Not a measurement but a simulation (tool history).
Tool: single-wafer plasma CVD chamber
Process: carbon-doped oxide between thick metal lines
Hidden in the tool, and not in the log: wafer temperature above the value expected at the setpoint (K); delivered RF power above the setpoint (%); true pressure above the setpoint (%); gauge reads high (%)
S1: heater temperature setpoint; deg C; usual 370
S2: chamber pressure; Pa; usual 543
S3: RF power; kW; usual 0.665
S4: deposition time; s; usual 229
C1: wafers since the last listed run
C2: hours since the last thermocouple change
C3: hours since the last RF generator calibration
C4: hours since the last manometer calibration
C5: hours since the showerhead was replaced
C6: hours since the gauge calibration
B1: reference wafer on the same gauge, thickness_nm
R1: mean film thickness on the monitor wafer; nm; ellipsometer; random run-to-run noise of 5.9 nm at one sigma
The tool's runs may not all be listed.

{"run": 1, "hour": 0.0, "S1": 370, "S2": 543, "S3": 0.665, "S4": 229, "C1": 0, "C2": 2289.5, "C3": 1311.8, "C4": 669.7, "C5": 2819.8, "C6": 650.2, "B1": 1498.839, "R1": 1200.348}
{"run": 2, "hour": 27.5, "S1": 370, "S2": 543, "S3": 0.665, "S4": 229, "C1": 148, "C2": 2317, "C3": 1339.3, "C4": 697.2, "C5": 2847.3, "C6": 677.7, "B1": 1500.097, "R1": 1202.402}
{"hour": 46.6, "done": "showerhead replaced"}
{"run": 3, "hour": 53.2, "S1": 370, "S2": 543, "S3": 0.585, "S4": 229, "C1": 95, "C2": 2342.7, "C3": 1365, "C4": 722.9, "C5": 6.6, "C6": 703.4, "B1": 1498.446, "R1": 1114.414}
{"run": 4, "hour": 82.8, "S1": 370, "S2": 543, "S3": 0.585, "S4": 229, "C1": 159, "C2": 2372.3, "C3": 1394.6, "C4": 752.5, "C5": 36.2, "C6": 733, "B1": 1500.593, "R1": 1098.931}
{"run": 5, "hour": 96.1, "S1": 370, "S2": 543, "S3": 0.665, "S4": 229, "C1": 71, "C2": 2385.6, "C3": 1407.9, "C4": 765.8, "C5": 49.5, "C6": 746.3, "B1": 1500.447, "R1": 1192.897}
{"hour": 136.4, "done": "thermocouple changed; heater temperature recalibrated"}
{"run": 6, "hour": 136.9, "S1": 370, "S2": 543, "S3": 0.665, "S4": 229, "C1": 177, "C2": 0.5, "C3": 1448.7, "C4": 806.6, "C5": 90.3, "C6": 787.1, "B1": 1499.536, "R1": 1192.646}
{"run": 7, "hour": 182.4, "S1": 370, "S2": 543, "S3": 0.665, "S4": 229, "C1": 245, "C2": 46, "C3": 1494.2, "C4": 852.1, "C5": 135.8, "C6": 832.6, "B1": 1499.125, "R1": 1194.409}
{"run": 8, "hour": 194.9, "S1": 379, "S2": 543, "S3": 0.665, "S4": 229, "C1": 67, "C2": 58.5, "C3": 1506.7, "C4": 864.6, "C5": 148.3, "C6": 845.1, "B1": 1498.99, "R1": 1172.938}
{"run": 9, "hour": 224.5, "S1": 370, "S2": 632, "S3": 0.77, "S4": 229, "C1": 159, "C2": 88.1, "C3": 1536.3, "C4": 894.2, "C5": 177.9, "C6": 874.7, "B1": 1498.817, "R1": 1326.47}
{"run": 10, "hour": 274.5, "S1": 359, "S2": 543, "S3": 0.665, "S4": 229, "C1": 269, "C2": 138.1, "C3": 1586.3, "C4": 944.2, "C5": 227.9, "C6": 924.7, "B1": 1500.766, "R1": 1232.124}
{"run": 11, "hour": 292.6, "S1": 370, "S2": 508, "S3": 0.665, "S4": 244, "C1": 97, "C2": 156.2, "C3": 1604.4, "C4": 962.3, "C5": 246, "C6": 942.8, "B1": 1499.227, "R1": 1261.272}
{"hour": 319.7, "done": "capacitance manometer re-zeroed and calibrated"}
{"run": 12, "hour": 320.2, "S1": 363, "S2": 480, "S3": 0.785, "S4": 269, "C1": 105, "C2": 183.8, "C3": 1632, "C4": 0.5, "C5": 273.6, "C6": 970.4, "B1": 1499.835, "R1": 1538.481}
{"run": 13, "hour": 337.7, "S1": 376, "S2": 543, "S3": 0.78, "S4": 264, "C1": 94, "C2": 201.3, "C3": 1649.5, "C4": 18, "C5": 291.1, "C6": 987.9, "B1": 1499.541, "R1": 1492.753}
{"run": 14, "hour": 370.8, "S1": 364, "S2": 543, "S3": 0.665, "S4": 187, "C1": 178, "C2": 234.4, "C3": 1682.6, "C4": 51.1, "C5": 324.2, "C6": 1021, "B1": 1499.358, "R1": 988.028}
{"run": 15, "hour": 387.5, "S1": 370, "S2": 583, "S3": 0.665, "S4": 229, "C1": 90, "C2": 251.1, "C3": 1699.3, "C4": 67.8, "C5": 340.9, "C6": 1037.7, "B1": 1501.425, "R1": 1202.194}
{"hour": 399.9, "done": "gauge calibrated"}
{"run": 16, "hour": 414.4, "S1": 370, "S2": 543, "S3": 0.665, "S4": 229, "C1": 145, "C2": 278, "C3": 1726.2, "C4": 94.7, "C5": 367.8, "C6": 14.5, "B1": 1500.005, "R1": 1199.03}
{"run": 17, "hour": 442.0, "S1": 370, "S2": 543, "S3": 0.665, "S4": 229, "C1": 148, "C2": 305.6, "C3": 1753.8, "C4": 122.3, "C5": 395.4, "C6": 42.1, "B1": 1500.23, "R1": 1191.337}
{"run": 18, "hour": 465.9, "S1": 370, "S2": 424, "S3": 0.665, "S4": 229, "C1": 129, "C2": 329.5, "C3": 1777.7, "C4": 146.2, "C5": 419.3, "C6": 66, "B1": 1500.808, "R1": 1162.857}
{"run": 19, "hour": 479.2, "S1": 362, "S2": 451, "S3": 0.665, "S4": 229, "C1": 71, "C2": 342.8, "C3": 1791, "C4": 159.5, "C5": 432.6, "C6": 79.3, "B1": 1498.235, "R1": 1185.56}
{"hour": 496.9, "done": "RF generator calibrated"}
{"run": 20, "hour": 497.4, "S1": 370, "S2": 543, "S3": 0.665, "S4": 229, "C1": 55, "C2": 361, "C3": 0.5, "C4": 177.7, "C5": 450.8, "C6": 97.5, "B1": 1498.009, "R1": 1248.049}
{"run": 21, "hour": 516.0, "S1": 370, "S2": 543, "S3": 0.665, "S4": 229, "C1": 100, "C2": 379.6, "C3": 19.1, "C4": 196.3, "C5": 469.4, "C6": 116.1, "B1": 1499.891, "R1": 1257.992}
{"run": 22, "hour": 541.5, "S1": 370, "S2": 543, "S3": 0.665, "S4": 229, "C1": 137, "C2": 405.1, "C3": 44.6, "C4": 221.8, "C5": 494.9, "C6": 141.6, "B1": 1500.179, "R1": 1253.119}
{"run": 23, "hour": 594.5, "S1": 375, "S2": 639, "S3": 0.625, "S4": 208, "C1": 286, "C2": 458.1, "C3": 97.6, "C4": 274.8, "C5": 547.9, "C6": 194.6, "B1": 1501.915, "R1": 1093.201}
{"run": 24, "hour": 629.5, "S1": 378, "S2": 444, "S3": 0.76, "S4": 189, "C1": 188, "C2": 493.1, "C3": 132.6, "C4": 309.8, "C5": 582.9, "C6": 229.6, "B1": 1498.897, "R1": 1071.597}
{"run": 25, "hour": 655.8, "S1": 356, "S2": 543, "S3": 0.775, "S4": 229, "C1": 141, "C2": 519.4, "C3": 158.9, "C4": 336.1, "C5": 609.2, "C6": 255.9, "B1": 1498.451, "R1": 1407.692}
{"run": 26, "hour": 673.6, "S1": 370, "S2": 543, "S3": 0.665, "S4": 229, "C1": 96, "C2": 537.2, "C3": 176.7, "C4": 353.9, "C5": 627, "C6": 273.7, "B1": 1500.549, "R1": 1250.164}
{"run": 27, "hour": 699.9, "S1": 374, "S2": 644, "S3": 0.725, "S4": 260, "C1": 141, "C2": 563.5, "C3": 203, "C4": 380.2, "C5": 653.3, "C6": 300, "B1": 1501.715, "R1": 1492.384}
{"run": 28, "hour": 729.1, "S1": 370, "S2": 581, "S3": 0.665, "S4": 229, "C1": 157, "C2": 592.7, "C3": 232.2, "C4": 409.4, "C5": 682.5, "C6": 329.2, "B1": 1500.308, "R1": 1246.942}

Measured minus without-hidden-state, run by run (identical run-to-run variation in each term; gauge scatter may differ):
run=1 R1=-59.747
run=2 R1=-60.234
run=3 R1=-56.961
run=4 R1=-56.531
run=5 R1=-60.646
run=6 R1=-61.122
run=7 R1=-61.724
run=8 R1=-60.747
run=9 R1=-67.553
run=10 R1=-64.642
run=11 R1=-66.352
run=12 R1=-79.497
run=13 R1=-77.321
run=14 R1=-52.546
run=15 R1=-64.074
run=16 R1=-64.12
run=17 R1=-63.92
run=18 R1=-62.563
run=19 R1=-63.878
run=20 R1=-1.646
run=21 R1=-3.251
run=22 R1=-5.352
run=23 R1=-8.557
run=24 R1=-10.376
run=25 R1=-15.743
run=26 R1=-15.214
run=27 R1=-20.277
run=28 R1=-18.897
